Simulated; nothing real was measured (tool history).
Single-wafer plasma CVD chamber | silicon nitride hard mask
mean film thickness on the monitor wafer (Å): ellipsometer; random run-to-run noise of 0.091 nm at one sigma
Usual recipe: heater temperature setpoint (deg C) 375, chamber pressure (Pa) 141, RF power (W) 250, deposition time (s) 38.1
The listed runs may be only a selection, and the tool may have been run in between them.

run,hour,heater temperature setpoint (deg C),chamber pressure (Pa),RF power (W),deposition time (s),wafers since the last listed run,hours since the last thermocouple change,hours since the last RF generator calibration,hours since the last manometer calibration,hours since the showerhead was replaced,hours since the gauge calibration,"read-back reference wafer on the same gauge, thickness_nm",mean film thickness on the monitor wafer (Å)
1,0,375,141,250,38.1,0,445.2,690,901.9,7552.8,1862,37.289,355.5
2,80.3,386,141,250,34.7,1120,525.5,770.3,982.2,7633.1,1942.3,37.261,323.86
3,153.3,386,141,250,34.7,1019,598.5,843.3,1055.2,7706.1,2015.3,37.277,323.7
# hour 231.5: showerhead replaced
4,245.1,386,141,250,34.7,1169,690.3,935.1,1147,13.6,2107.1,37.339,323.27
# hour 283.3: RF generator calibrated
5,295.7,375,141,250,43.8,594,740.9,12.4,1197.6,64.2,2157.7,37.291,414.03
6,356.4,375,141,250,43.8,847,801.6,73.1,1258.3,124.9,2218.4,37.285,416.07
# hour 389.3: gauge calibrated
7,405.1,375,161,250,36,679,850.3,121.8,1307,173.6,15.8,37.26,361.5
8,500.2,388,155,220,40.9,1327,945.4,216.9,1402.1,268.7,110.9,37.289,363.71
# hour 526.1: capacitance manometer re-zeroed and calibrated
9,573.5,375,169,250,36.2,911,1018.7,290.2,47.4,342,184.2,37.32,359.41
10,729.9,375,141,250,38.1,2183,1175.1,446.6,203.8,498.4,340.6,37.271,350.94
11,832.4,375,141,250,43.1,1430,1277.6,549.1,306.3,600.9,443.1,37.329,398.04
12,891.1,368,141,275,32.8,819,1336.3,607.8,365,659.6,501.8,37.302,325.55
13,981.1,389,125,215,44.4,1256,1426.3,697.8,455,749.6,591.8,37.323,342.98
14,1060.1,375,141,250,38.1,1102,1505.3,776.8,534,828.6,670.8,37.322,352.88
# hour 1088.2: thermocouple changed; heater temperature recalibrated
15,1106.2,375,161,265,45.3,531,18,822.9,580.1,874.7,716.9,37.331,464.35
16,1189.9,375,120,220,38.1,1168,101.7,906.6,663.8,958.4,800.6,37.288,295.99
# hour 1210.8: RF generator calibrated
17,1275,387,108,285,35.7,1076,186.8,64.2,748.9,1043.5,885.7,37.322,319.49
18,1319.3,383,163,225,36.1,618,231.1,108.5,793.2,1087.8,930,37.283,330.61
19,1399.9,375,141,250,35.3,1125,311.7,189.1,873.8,1168.4,1010.6,37.305,331.17
20,1506.9,375,152,270,31.9,1493,418.7,296.1,980.8,1275.4,1117.6,37.323,327.31
21,1583.2,375,141,280,38.1,1065,495,372.4,1057.1,1351.7,1193.9,37.321,387.54
22,1687.2,375,141,225,38.1,1451,599,476.4,1161.1,1455.7,1297.9,37.345,330.56
23,1763.8,368,151,285,38.1,1069,675.6,553,1237.7,1532.3,1374.5,37.308,404.89
24,1828.5,370,109,250,38.1,903,740.3,617.7,1302.4,1597,1439.2,37.305,312.82
25,1910.5,375,141,250,38.1,1144,822.3,699.7,1384.4,1679,1521.2,37.266,355.16
26,1998.6,375,141,250,38.1,1229,910.4,787.8,1472.5,1767.1,1609.3,37.305,355.12
27,2053.2,365,109,235,32.5,762,965,842.4,1527.1,1821.7,1663.9,37.316,253.98
28,2144.1,375,141,200,36.1,1268,1055.9,933.3,1618,1912.6,1754.8,37.279,283.18
# hour 2195: RF generator calibrated
# hour 2218: capacitance manometer re-zeroed and calibrated
29,2218.5,375,141,250,42.7,815,1130.3,23.5,0.5,1987,1829.2,37.31,393.94

Exercise: give the hidden state of the tool at every run:
wafer temperature above the value expected at the setpoint (K): 0, the same for each run
gauge reads high (%): 0, the same for each run
H1: delivered RF power above the setpoint (%)
H2: true pressure above the setpoint (%)
run,H1,H2
1,-1.51,6.31
2,-1.67,6.48
3,-1.81,6.61
4,-1.98,6.76
5,-0.0401,6.83
6,-0.157,6.9
7,-0.25,6.95
8,-0.432,7.04
9,-0.573,-0.348
10,-0.873,1.31
11,-1.07,2.16
12,-1.18,2.57
13,-1.35,3.12
14,-1.51,3.52
15,-1.59,3.73
16,-1.75,4.07
17,-0.235,4.35
18,-0.32,4.49
19,-0.474,4.7
20,-0.679,4.94
21,-0.826,5.08
22,-1.03,5.24
23,-1.17,5.33
24,-1.3,5.41
25,-1.45,5.49
26,-1.62,5.56
27,-1.73,5.6
28,-1.9,5.66
29,-0.118,0.256

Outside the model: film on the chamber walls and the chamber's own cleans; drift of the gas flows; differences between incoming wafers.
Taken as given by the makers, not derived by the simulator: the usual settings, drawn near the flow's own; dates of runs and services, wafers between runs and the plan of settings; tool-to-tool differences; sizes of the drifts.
